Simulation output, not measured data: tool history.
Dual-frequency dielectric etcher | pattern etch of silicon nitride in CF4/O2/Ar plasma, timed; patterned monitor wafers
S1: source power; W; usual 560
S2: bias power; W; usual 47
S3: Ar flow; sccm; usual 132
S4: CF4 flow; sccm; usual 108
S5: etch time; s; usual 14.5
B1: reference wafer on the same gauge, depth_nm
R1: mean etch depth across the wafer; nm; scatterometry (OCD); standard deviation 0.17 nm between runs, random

| run | hour | S1 | S2 | S3 | S4 | S5 | B1 | R1 |
|---|---|---|---|---|---|---|---|---|
| 1 | 0.0 | 560 | 47 | 123 | 108 | 14.5 | 32.82 | 29.88 |
| 2 | 13.1 | 560 | 47 | 132 | 97 | 14.5 | 32.80 | 29.51 |
| 3 | 22.7 | 560 | 47 | 132 | 97 | 14.5 | 32.81 | 29.24 |
| 4 | 29.7 | 560 | 47 | 132 | 97 | 14.5 | 32.79 | 29.33 |
| 5 | 42.3 | 560 | 47 | 132 | 108 | 14.5 | 32.80 | 29.37 |
| 6 | 58.1 | 560 | 47 | 132 | 108 | 14.5 | 32.81 | 29.48 |
| 7 | 75.1 | 560 | 47 | 132 | 108 | 14.5 | 32.78 | 29.31 |
| 8 | 90.0 | 560 | 47 | 132 | 108 | 14.5 | 32.77 | 29.03 |
| 9 | 98.2 | 560 | 47 | 132 | 108 | 14.5 | 32.84 | 29.10 |
|  | 109.5 | CF4 flow controller replaced |
| 10 | 115.0 | 660 | 47 | 132 | 108 | 13.5 | 32.83 | 31.68 |
| 11 | 127.9 | 560 | 47 | 147 | 108 | 14.5 | 32.79 | 28.96 |
| 12 | 136.6 | 670 | 47 | 132 | 108 | 14.5 | 32.79 | 33.79 |
|  | 142.0 | source power generator calibrated |
|  | 183.9 | Ar flow controller replaced |
|  | 186.0 | upper electrode replaced |
|  | 190.9 | bias power generator calibrated |
|  | 194.7 | gauge calibrated |
|  | 196.7 | wet clean of the chamber |
| 13 | 197.2 | 560 | 43 | 132 | 108 | 14.5 | 32.77 | 29.11 |
| 14 | 197.6 | 560 | 47 | 132 | 108 | 14.5 | 32.81 | 30.44 |
| 15 | 199.6 | 560 | 47 | 132 | 122 | 14.5 | 32.78 | 31.37 |
| 16 | 216.6 | 560 | 47 | 132 | 116 | 14.5 | 32.77 | 30.81 |
| 17 | 226.9 | 560 | 47 | 132 | 108 | 14.5 | 32.78 | 30.31 |
| 18 | 240.2 | 560 | 47 | 132 | 108 | 14.5 | 32.85 | 30.51 |
| 19 | 254.8 | 560 | 56 | 149 | 108 | 14.5 | 32.76 | 32.91 |
| 20 | 266.7 | 460 | 57 | 103 | 108 | 10.5 | 32.78 | 21.21 |

For some of the steps in R1 from one run to the next: how much would appear even if the tool had no hidden state, given the settings, what came in and random variation, and how much remains for the hidden state plus any gauge scatter that the measured result and the result without hidden state don't share?
The hidden state here: etch rate over this chamber's usual, %; source power that arrives over what is set, %; bias power that arrives over what is set, %; Ar flow that arrives over what is set, %; CF4 flow that arrives over what is set, %; gauge reads high (%).
Run 11 -> 12: S1 560 -> 670, S3 147 -> 132. R1 +4.83 nm: hidden state -0.26, all else +5.09.
Run 12 -> 13: S1 670 -> 560, S2 47 -> 43, source power generator calibrated, Ar flow controller replaced, upper electrode replaced, bias power generator calibrated, gauge calibrated, wet clean of the chamber. R1 -4.68 nm: hidden state +1.58, all else -6.26.
Run 19 -> 20: S1 560 -> 460, S2 56 -> 57, S3 149 -> 103, S5 14.5 -> 10.5. R1 -11.70 nm: hidden state +0.07, all else -11.77.

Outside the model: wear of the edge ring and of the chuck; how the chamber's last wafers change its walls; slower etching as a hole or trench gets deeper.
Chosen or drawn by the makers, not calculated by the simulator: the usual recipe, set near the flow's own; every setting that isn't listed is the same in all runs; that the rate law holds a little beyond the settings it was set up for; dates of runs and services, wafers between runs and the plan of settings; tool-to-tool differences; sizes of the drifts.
